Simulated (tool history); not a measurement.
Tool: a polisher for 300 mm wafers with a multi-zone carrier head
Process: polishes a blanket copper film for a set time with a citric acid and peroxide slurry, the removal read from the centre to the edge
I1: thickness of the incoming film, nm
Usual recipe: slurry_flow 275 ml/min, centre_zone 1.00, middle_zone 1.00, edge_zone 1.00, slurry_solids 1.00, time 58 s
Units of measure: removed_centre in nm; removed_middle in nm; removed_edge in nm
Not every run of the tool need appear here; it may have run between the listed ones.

Run 1, hour 0.0: usual settings; I1 608.9. Result: removed_centre 182.2 nm, removed_middle 160.9 nm, removed_edge 156.2 nm.
Run 2, hour 11.3: usual settings; I1 607.4. Result: removed_centre 179.4 nm, removed_middle 158.2 nm, removed_edge 158.7 nm.
Run 3, hour 21.2: usual settings; I1 606.4. Result: removed_centre 181.7 nm, removed_middle 159.0 nm, removed_edge 158.6 nm.
Run 4, hour 30.9: usual settings; I1 610.6. Result: removed_centre 181.3 nm, removed_middle 157.7 nm, removed_edge 157.1 nm.
At hour 38.9: slurry nozzle cleaned.
Run 5, hour 48.4: usual settings but slurry_flow 215 ml/min, centre_zone 1.06, edge_zone 0.94; I1 618.0. Result: removed_centre 183.6 nm, removed_middle 155.2 nm, removed_edge 149.7 nm.
Run 6, hour 58.4: usual settings but centre_zone 1.05, edge_zone 0.96, time 38 s; I1 622.2. Result: removed_centre 122.3 nm, removed_middle 102.8 nm, removed_edge 97.4 nm.
At hour 63.8: centre zone pressure recalibrated.
Run 7, hour 68.0: usual settings; I1 600.3. Result: removed_centre 161.9 nm, removed_middle 157.6 nm, removed_edge 152.0 nm.
Run 8, hour 75.3: usual settings but middle_zone 1.04, slurry_solids 0.85; I1 607.0. Result: removed_centre 152.5 nm, removed_middle 153.6 nm, removed_edge 146.0 nm.
Run 9, hour 89.7: usual settings but centre_zone 0.94, slurry_solids 1.25, time 43 s; I1 620.1. Result: removed_centre 113.7 nm, removed_middle 117.0 nm, removed_edge 115.6 nm.
Run 10, hour 101.8: usual settings but centre_zone 0.94, slurry_solids 1.10, time 77 s; I1 607.8. Result: removed_centre 196.1 nm, removed_middle 201.1 nm, removed_edge 197.6 nm.
At hour 107.0: worn pad replaced by a new one.
Run 11, hour 118.4: usual settings; I1 606.9. Result: removed_centre 161.8 nm, removed_middle 156.8 nm, removed_edge 154.0 nm.
Run 12, hour 125.8: usual settings but centre_zone 1.12, slurry_solids 0.85, time 78 s; I1 614.1. Result: removed_centre 239.4 nm, removed_middle 209.8 nm, removed_edge 203.1 nm.
Run 13, hour 143.2: usual settings but centre_zone 1.06, edge_zone 1.09; I1 612.5. Result: removed_centre 175.8 nm, removed_middle 152.8 nm, removed_edge 160.6 nm.
Run 14, hour 156.9: usual settings but time 71 s; I1 602.4. Result: removed_centre 200.5 nm, removed_middle 192.0 nm, removed_edge 186.9 nm.
Run 15, hour 167.5: usual settings but middle_zone 1.04, slurry_solids 0.85; I1 604.2. Result: removed_centre 152.1 nm, removed_middle 151.9 nm, removed_edge 147.5 nm.
Run 16, hour 177.5: usual settings but middle_zone 0.94; I1 603.5. Result: removed_centre 157.6 nm, removed_middle 152.9 nm, removed_edge 154.4 nm.
Run 17, hour 190.4: usual settings but centre_zone 0.95, middle_zone 1.09, edge_zone 1.10, time 77 s; I1 616.9. Result: removed_centre 198.5 nm, removed_middle 213.8 nm, removed_edge 207.5 nm.
Run 18, hour 196.6: usual settings; I1 611.2. Result: removed_centre 155.5 nm, removed_middle 152.0 nm, removed_edge 149.7 nm.
At hour 246.3: worn pad replaced by a new one.
Run 19, hour 249.1: usual settings but slurry_flow 185 ml/min, centre_zone 0.93, edge_zone 1.07; I1 602.5. Result: removed_centre 148.4 nm, removed_middle 155.3 nm, removed_edge 159.5 nm.
Run 20, hour 266.5: usual settings but slurry_flow 240 ml/min, middle_zone 1.08, edge_zone 1.10; I1 604.7. Result: removed_centre 161.8 nm, removed_middle 162.0 nm, removed_edge 162.5 nm.
Run 21, hour 277.5: usual settings but slurry_flow 335 ml/min, edge_zone 1.11, slurry_solids 1.20; I1 615.3. Result: removed_centre 173.7 nm, removed_middle 164.9 nm, removed_edge 170.0 nm.
Run 22, hour 287.0: usual settings but time 64 s; I1 608.3. Result: removed_centre 182.8 nm, removed_middle 174.4 nm, removed_edge 170.9 nm.
Run 23, hour 300.1: usual settings but slurry_flow 245 ml/min, middle_zone 1.06, slurry_solids 0.85, time 41 s; I1 622.3. Result: removed_centre 111.8 nm, removed_middle 111.9 nm, removed_edge 105.5 nm.

Difference, measured minus no-hidden-state, one row per run. Run-to-run variation is common to both terms; the gauge's own scatter need not be:
Unlogged tool condition in this case: removal rate lost through wear of the pad, %; slurry flow missing at the pad, %; deviation of the centre zone's pressure from its setpoint, %; deviation of the edge zone's pressure from its setpoint, %.
run  removed_centre  removed_middle  removed_edge
  1           +16.6            -0.4          -0.3
  2           +16.3            -0.7          -0.6
  3           +16.2            -1.2          -1.1
  4           +15.7            -1.8          -1.6
  5           +14.6            -3.2          -3.0
  6            +9.1            -2.9          -2.7
  7            -5.2            -5.5          -5.3
  8            -5.8            -6.4          -6.1
  9            -5.8            -6.7          -6.6
 10           -12.8           -14.6         -14.4
 11            -1.7            -3.1          -2.9
 12            -2.5            -4.3          -4.1
 13            -2.4            -4.0          -4.1
 14            -3.7            -6.2          -6.0
 15            -3.7            -5.9          -5.7
 16            -4.8            -7.1          -7.2
 17            -8.0           -12.4         -12.0
 18            -7.1            -9.8          -9.6
 19            +2.5            -1.2          -1.2
 20            +2.6            -1.6          -1.5
 21            +2.5            -2.0          -2.1
 22            +2.1            -2.8          -2.8
 23            +0.7            -2.5          -2.5
